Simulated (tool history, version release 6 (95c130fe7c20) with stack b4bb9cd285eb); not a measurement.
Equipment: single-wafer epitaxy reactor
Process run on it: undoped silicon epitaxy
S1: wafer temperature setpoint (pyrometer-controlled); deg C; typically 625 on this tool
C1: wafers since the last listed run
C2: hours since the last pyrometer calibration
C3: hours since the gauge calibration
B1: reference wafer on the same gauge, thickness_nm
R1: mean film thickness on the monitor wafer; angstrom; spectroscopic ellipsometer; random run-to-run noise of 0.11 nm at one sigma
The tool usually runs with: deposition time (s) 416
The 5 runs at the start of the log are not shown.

run 6 hour=79.6 | S1=620 deposition_time_(s)=416 | C1=35 C2=1742.7 C3=237.7 | B1=47.550 | R1=355.47
run 7 hour=90.1 | S1=620 deposition_time_(s)=416 | C1=28 C2=1753.2 C3=248.2 | B1=47.511 | R1=354.78
run 8 hour=98.9 | S1=625 deposition_time_(s)=376 | C1=23 C2=1762.0 C3=257.0 | B1=47.458 | R1=355.64
-- hour=113.4 pyrometer calibrated
run 9 hour=113.9 | S1=625 deposition_time_(s)=376 | C1=19 C2=0.5 C3=272.0 | B1=47.502 | R1=374.41
run 10 hour=120.9 | S1=625 deposition_time_(s)=376 | C1=19 C2=7.5 C3=279.0 | B1=47.503 | R1=377.88
-- hour=131.0 gauge calibrated
run 11 hour=138.5 | S1=625 deposition_time_(s)=448 | C1=47 C2=25.1 C3=7.5 | B1=47.488 | R1=447.19
run 12 hour=150.9 | S1=625 deposition_time_(s)=448 | C1=33 C2=37.5 C3=19.9 | B1=47.511 | R1=445.93
run 13 hour=162.8 | S1=625 deposition_time_(s)=448 | C1=32 C2=49.4 C3=31.8 | B1=47.511 | R1=447.03
run 14 hour=174.9 | S1=620 deposition_time_(s)=463 | C1=32 C2=61.5 C3=43.9 | B1=47.488 | R1=417.38
run 15 hour=181.1 | S1=620 deposition_time_(s)=463 | C1=16 C2=67.7 C3=50.1 | B1=47.496 | R1=414.84
run 16 hour=196.6 | S1=632 deposition_time_(s)=416 | C1=42 C2=83.2 C3=65.6 | B1=47.530 | R1=476.68
run 17 hour=214.1 | S1=625 deposition_time_(s)=416 | C1=47 C2=100.7 C3=83.1 | B1=47.486 | R1=413.81
run 18 hour=228.6 | S1=611 deposition_time_(s)=360 | C1=39 C2=115.2 C3=97.6 | B1=47.490 | R1=268.76
run 19 hour=242.2 | S1=625 deposition_time_(s)=416 | C1=36 C2=128.8 C3=111.2 | B1=47.479 | R1=413.20
run 20 hour=255.8 | S1=633 deposition_time_(s)=482 | C1=36 C2=142.4 C3=124.8 | B1=47.515 | R1=562.50
run 21 hour=264.3 | S1=611 deposition_time_(s)=387 | C1=23 C2=150.9 C3=133.3 | B1=47.456 | R1=287.37
run 22 hour=279.4 | S1=620 deposition_time_(s)=385 | C1=40 C2=166.0 C3=148.4 | B1=47.463 | R1=345.65
run 23 hour=294.2 | S1=625 deposition_time_(s)=486 | C1=40 C2=180.8 C3=163.2 | B1=47.461 | R1=484.86
run 24 hour=310.7 | S1=620 deposition_time_(s)=385 | C1=44 C2=197.3 C3=179.7 | B1=47.450 | R1=345.20
run 25 hour=325.4 | S1=620 deposition_time_(s)=439 | C1=39 C2=212.0 C3=194.4 | B1=47.533 | R1=393.88
run 26 hour=339.0 | S1=630 deposition_time_(s)=451 | C1=36 C2=225.6 C3=208.0 | B1=47.527 | R1=493.21
run 27 hour=351.4 | S1=639 deposition_time_(s)=365 | C1=33 C2=238.0 C3=220.4 | B1=47.466 | R1=478.61
run 28 hour=358.0 | S1=614 deposition_time_(s)=416 | C1=17 C2=244.6 C3=227.0 | B1=47.505 | R1=329.45
run 29 hour=364.6 | S1=633 deposition_time_(s)=416 | C1=17 C2=251.2 C3=233.6 | B1=47.517 | R1=483.14
run 30 hour=377.6 | S1=625 deposition_time_(s)=416 | C1=35 C2=264.2 C3=246.6 | B1=47.533 | R1=410.89

3 ways to go on from here, each from the tool as it stands after run 30. What would each give?
run A hour=378.1 | S1=625 deposition_time_(s)=416 | C1=1 C2=264.7 C3=247.1 | B1=? | R1=?
run B hour=378.1 | S1=630 deposition_time_(s)=357 | C1=1 C2=264.7 C3=247.1 | B1=? | R1=?
run C hour=378.1 | S1=611 deposition_time_(s)=416 | C1=1 C2=264.7 C3=247.1 | B1=? | R1=?

run=A B1=47.476 R1=413.63
run=B B1=47.476 R1=392.66
run=C B1=47.476 R1=310.14
Without the tool's unlogged condition, the same runs would have read:
run=A R1=419.91
run=B R1=398.57
run=C R1=314.98
